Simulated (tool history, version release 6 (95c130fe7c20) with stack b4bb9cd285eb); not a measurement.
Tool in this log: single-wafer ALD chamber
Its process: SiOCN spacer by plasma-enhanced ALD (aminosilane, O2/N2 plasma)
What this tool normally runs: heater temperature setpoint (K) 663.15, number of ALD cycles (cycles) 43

run,hour,heater temperature setpoint (K),number of ALD cycles (cycles),"read-back reference wafer on the same gauge, thickness_nm",mean film thickness on the monitor wafer (nm)
1,0,663.15,43,3.358,2.86
2,60.3,663.15,43,3.361,2.859
3,149,663.15,43,3.359,2.871
4,204,663.15,43,3.358,2.868
5,241.4,663.15,43,3.361,2.858
6,309,663.15,43,3.357,2.871
# hour 332.1: thermocouple changed; heater temperature recalibrated
7,391.8,660.15,39,3.359,2.592
8,498,660.15,39,3.361,2.595
9,577.1,673.15,45,3.36,2.997
10,896.1,673.15,45,3.36,2.987
11,934.2,673.15,45,3.359,2.999
12,1159.7,663.15,43,3.359,2.858
13,1196.4,663.15,43,3.36,2.858
14,1286.7,663.15,43,3.362,2.872
# hour 1379.9: thermocouple changed; heater temperature recalibrated
15,1385.3,663.15,43,3.362,2.866
16,1439.9,663.15,43,3.359,2.859
17,1492,663.15,46,3.356,3.049
18,1529.6,663.15,46,3.358,3.074
19,1619.2,663.15,46,3.358,3.074
20,1723.9,663.15,43,3.36,2.86
21,1765,658.15,43,3.355,2.873
22,1804.5,658.15,43,3.361,2.866
23,1856,671.15,48,3.361,3.191
24,1904.9,663.15,43,3.359,2.864
25,1954.7,663.15,43,3.364,2.866
26,2056.1,663.15,43,3.361,2.865
27,2142.7,657.15,48,3.357,3.191
28,2248.2,663.15,43,3.362,2.859
# hour 2339: gauge calibrated
29,2352.5,663.15,49,3.357,3.269
30,2444.6,677.15,51,3.361,3.365
31,2533.1,676.15,46,3.359,3.027
32,2582.4,663.15,35,3.359,2.325
# hour 2626.5: thermocouple changed; heater temperature recalibrated
33,2680,656.15,43,3.361,2.863
34,2834.8,658.15,38,3.36,2.53
35,2940,670.15,46,3.361,3.065
36,2976.9,669.15,40,3.359,2.662
37,3035.4,674.15,51,3.36,3.376
38,3118.7,674.15,49,3.36,3.252
39,3217.9,663.15,48,3.363,3.203
40,3516.9,663.15,45,3.362,2.998
41,3621,663.15,43,3.358,2.864
42,3717.6,655.15,48,3.357,3.197
43,3764.9,653.15,37,3.363,2.46
# hour 3814.3: thermocouple changed; heater temperature recalibrated
44,3856.3,676.15,37,3.361,2.442

Here are 3 independent what-if runs from the current tool condition. What would each one return?
A,3856.8,663.15,36,?,?
B,3856.8,676.15,50,?,?
C,3856.8,659.15,37,?,?

run,"read-back reference wafer on the same gauge, thickness_nm",mean film thickness on the monitor wafer (nm)
A,3.359,2.407
B,3.359,3.306
C,3.359,2.473
Had the tool no hidden state, the same runs would have come out as:
run,mean film thickness on the monitor wafer (nm)
A,2.407
B,3.306
C,2.473
